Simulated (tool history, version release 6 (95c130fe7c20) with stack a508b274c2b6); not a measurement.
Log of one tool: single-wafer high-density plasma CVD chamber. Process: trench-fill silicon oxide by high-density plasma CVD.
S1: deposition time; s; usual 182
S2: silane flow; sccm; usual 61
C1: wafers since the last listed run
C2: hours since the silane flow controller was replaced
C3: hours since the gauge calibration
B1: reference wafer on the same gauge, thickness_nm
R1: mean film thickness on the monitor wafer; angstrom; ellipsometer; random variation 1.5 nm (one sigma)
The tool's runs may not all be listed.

run	hour	S1	S2	C1	C2	C3	B1	R1
1	0	182	52	0	2727.9	153.2	1189.999	8957.27
2	8.2	164	69	94	2736.1	161.4	1189.509	10705.99
3	22.9	164	69	169	2750.8	176.1	1190.771	10725.69
4	39.3	164	69	189	2767.2	192.5	1190.103	10743.41
5	49.1	182	61	113	2777	202.3	1190.205	10505.71
6	58.7	182	61	110	2786.6	211.9	1190.203	10558.33
7	70.3	174	61	133	2798.2	223.5	1189.558	10104.06
8	84.4	174	61	162	2812.3	237.6	1190.078	10092.93
9	101.9	182	61	202	2829.8	255.1	1190.087	10542.07
10	108.9	182	61	80	2836.8	262.1	1189.651	10536.02
11	119.8	200	61	125	2847.7	273	1190.018	11602
12	134	200	61	163	2861.9	287.2	1190.242	11601.34
13	148.5	200	61	167	2876.4	301.7	1189.492	11594.77
14	157.5	159	68	103	2885.4	310.7	1189.847	10284.65
15	174.1	182	61	191	2902	327.3	1189.973	10599.02
16	187	216	61	148	2914.9	340.2	1189.653	12559
17	202.2	159	66	175	2930.1	355.4	1189.716	10007.73
18	209	164	69	78	2936.9	362.2	1190.145	10785.32
19	218.7	164	69	112	2946.6	371.9	1190.511	10805.83
# hour 228.3: silane flow controller replaced
# hour 232.4: gauge calibrated
20	233.9	153	67	83	5.6	1.5	1189.772	9358.86
21	256.5	158	69	260	28.2	24.1	1189.681	9972.62
22	268.5	215	71	138	40.2	36.1	1190.027	13938.01
23	284.3	217	65	182	56	51.9	1190.217	12919.55
24	292.4	164	50	93	64.1	60	1189.556	7488.9
25	308.9	214	61	190	80.6	76.5	1189.902	11936.5
26	321.7	195	65	147	93.4	89.3	1189.895	11595.18
27	337.5	208	57	182	109.2	105.1	1190.279	10837.48

Forecast each of these 5 alternatives for the next run:
A	338	157	61	5	109.7	105.6	?	?
B	338	146	55	5	109.7	105.6	?	?
C	338	199	61	5	109.7	105.6	?	?
D	338	182	71	5	109.7	105.6	?	?
E	338	182	57	5	109.7	105.6	?	?

run	B1	R1
A	1190.299	8754.64
B	1190.299	7340.48
C	1190.299	11096.65
D	1190.299	11812.41
E	1190.299	9483.2
Without the tool's hidden state the same runs would have given:
run	R1
A	8681.12
B	7278.84
C	11003.46
D	11713.22
E	9403.57
